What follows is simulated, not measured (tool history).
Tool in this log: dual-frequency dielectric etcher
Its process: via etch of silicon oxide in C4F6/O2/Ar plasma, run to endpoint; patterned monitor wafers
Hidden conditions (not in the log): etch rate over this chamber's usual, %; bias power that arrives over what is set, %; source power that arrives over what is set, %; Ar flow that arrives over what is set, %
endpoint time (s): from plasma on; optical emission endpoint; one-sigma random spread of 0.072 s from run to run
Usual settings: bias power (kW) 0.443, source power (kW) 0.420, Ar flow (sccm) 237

| run | day | bias power (kW) | source power (kW) | Ar flow (sccm) | wafers since the last listed run | hours since the last wet clean | hours since the last bias power generator calibration | hours since the last source power generator calibration | hours since the last Ar flow controller change | hours since the last upper electrode change | incoming incoming film thickness, nm | endpoint time (s) |
|---|---|---|---|---|---|---|---|---|---|---|---|---|
| 1 | 0.000 | 0.443 | 0.420 | 237 | 0 | 60.2 | 0.5 | 2395.0 | 4510.1 | 2268.0 | 114.4 | 24.2 |
| 2 | 1.979 | 0.443 | 0.420 | 237 | 834 | 107.7 | 48.0 | 2442.5 | 4557.6 | 2315.5 | 114.5 | 24.3 |
| 3 | 4.900 | 0.443 | 0.420 | 237 | 1232 | 177.8 | 118.1 | 2512.6 | 4627.7 | 2385.6 | 112.7 | 23.9 |
|  | 7.704 | upper electrode replaced |
| 4 | 7.725 | 0.443 | 0.420 | 237 | 769 | 245.6 | 185.9 | 2580.4 | 4695.5 | 0.5 | 113.2 | 24.1 |
| 5 | 8.350 | 0.443 | 0.420 | 237 | 263 | 260.6 | 200.9 | 2595.4 | 4710.5 | 15.5 | 114.6 | 24.4 |
| 6 | 11.804 | 0.443 | 0.420 | 237 | 1457 | 343.5 | 283.8 | 2678.3 | 4793.4 | 98.4 | 112.5 | 23.9 |
|  | 21.854 | wet clean of the chamber |
| 7 | 24.142 | 0.443 | 0.420 | 237 | 4782 | 54.9 | 579.9 | 2974.4 | 5089.5 | 394.5 | 114.1 | 24.2 |
| 8 | 26.408 | 0.443 | 0.370 | 237 | 956 | 109.3 | 634.3 | 3028.8 | 5143.9 | 448.9 | 114.1 | 25.1 |
|  | 28.254 | Ar flow controller replaced |
| 9 | 29.912 | 0.356 | 0.360 | 286 | 1372 | 193.4 | 718.4 | 3112.9 | 39.8 | 533.0 | 113.7 | 28.1 |
| 10 | 31.675 | 0.413 | 0.420 | 288 | 743 | 235.7 | 760.7 | 3155.2 | 82.1 | 575.3 | 113.4 | 25.2 |
| 11 | 35.258 | 0.514 | 0.330 | 205 | 1511 | 321.7 | 846.7 | 3241.2 | 168.1 | 661.3 | 114.0 | 24.4 |
| 12 | 38.333 | 0.408 | 0.370 | 182 | 1297 | 395.5 | 920.5 | 3315.0 | 241.9 | 735.1 | 114.1 | 25.1 |
| 13 | 40.829 | 0.443 | 0.420 | 208 | 1052 | 455.4 | 980.4 | 3374.9 | 301.8 | 795.0 | 113.4 | 23.8 |
| 14 | 42.925 | 0.396 | 0.360 | 208 | 884 | 505.7 | 1030.7 | 3425.2 | 352.1 | 845.3 | 114.0 | 26.2 |
| 15 | 45.192 | 0.408 | 0.390 | 188 | 956 | 560.1 | 1085.1 | 3479.6 | 406.5 | 899.7 | 114.2 | 24.9 |
|  | 47.912 | wet clean of the chamber |
| 16 | 48.562 | 0.533 | 0.420 | 194 | 1000 | 15.6 | 1166.0 | 3560.5 | 487.4 | 980.6 | 112.8 | 21.6 |
|  | 48.875 | source power generator calibrated |
| 17 | 50.300 | 0.413 | 0.420 | 288 | 662 | 57.3 | 1207.7 | 34.2 | 529.1 | 1022.3 | 112.8 | 25.0 |
| 18 | 54.292 | 0.443 | 0.420 | 237 | 1683 | 153.1 | 1303.5 | 130.0 | 624.9 | 1118.1 | 113.0 | 23.8 |
| 19 | 58.379 | 0.499 | 0.490 | 258 | 1724 | 251.2 | 1401.6 | 228.1 | 723.0 | 1216.2 | 114.4 | 22.2 |
| 20 | 60.617 | 0.494 | 0.460 | 288 | 943 | 304.9 | 1455.3 | 281.8 | 776.7 | 1269.9 | 114.4 | 23.1 |
| 21 | 66.571 | 0.535 | 0.420 | 199 | 2511 | 447.8 | 1598.2 | 424.7 | 919.6 | 1412.8 | 113.2 | 21.9 |
| 22 | 70.733 | 0.550 | 0.420 | 237 | 1755 | 547.7 | 1698.1 | 524.6 | 1019.5 | 1512.7 | 112.5 | 22.0 |
|  | 73.071 | wet clean of the chamber |
| 23 | 73.092 | 0.357 | 0.350 | 268 | 572 | 0.5 | 1754.7 | 581.2 | 1076.1 | 1569.3 | 113.6 | 27.8 |
| 24 | 75.496 | 0.396 | 0.360 | 208 | 1014 | 58.2 | 1812.4 | 638.9 | 1133.8 | 1627.0 | 112.9 | 25.6 |
| 25 | 79.846 | 0.443 | 0.420 | 216 | 1834 | 162.6 | 1916.8 | 743.3 | 1238.2 | 1731.4 | 113.6 | 23.8 |
| 26 | 81.850 | 0.344 | 0.510 | 294 | 845 | 210.7 | 1964.9 | 791.4 | 1286.3 | 1779.5 | 112.3 | 24.8 |
| 27 | 85.862 | 0.443 | 0.420 | 237 | 1692 | 307.0 | 2061.2 | 887.7 | 1382.6 | 1875.8 | 113.6 | 23.9 |
| 28 | 89.742 | 0.443 | 0.360 | 237 | 1636 | 400.1 | 2154.3 | 980.8 | 1475.7 | 1968.9 | 115.4 | 25.8 |

Each row is a separate what-if for the run after 28, all from the same tool condition, not one after another. Results?
| A | 89.758 | 0.443 | 0.420 | 277 | 7 | 400.5 | 2154.7 | 981.2 | 1476.1 | 1969.3 | 113.3 | ? |
| B | 89.758 | 0.339 | 0.500 | 285 | 7 | 400.5 | 2154.7 | 981.2 | 1476.1 | 1969.3 | 113.3 | ? |
| C | 89.758 | 0.443 | 0.380 | 184 | 7 | 400.5 | 2154.7 | 981.2 | 1476.1 | 1969.3 | 113.3 | ? |
| D | 89.758 | 0.350 | 0.500 | 273 | 7 | 400.5 | 2154.7 | 981.2 | 1476.1 | 1969.3 | 113.3 | ? |
| E | 89.758 | 0.364 | 0.350 | 290 | 7 | 400.5 | 2154.7 | 981.2 | 1476.1 | 1969.3 | 113.3 | ? |

| run | endpoint time (s) |
|---|---|
| A | 24.5 |
| B | 25.4 |
| C | 24.0 |
| D | 25.0 |
| E | 28.0 |
The same runs, with their run-to-run variation unchanged, on a tool lacking any hidden condition would have given:
| run | endpoint time (s) |
|---|---|
| A | 24.4 |
| B | 25.4 |
| C | 24.0 |
| D | 25.0 |
| E | 28.0 |
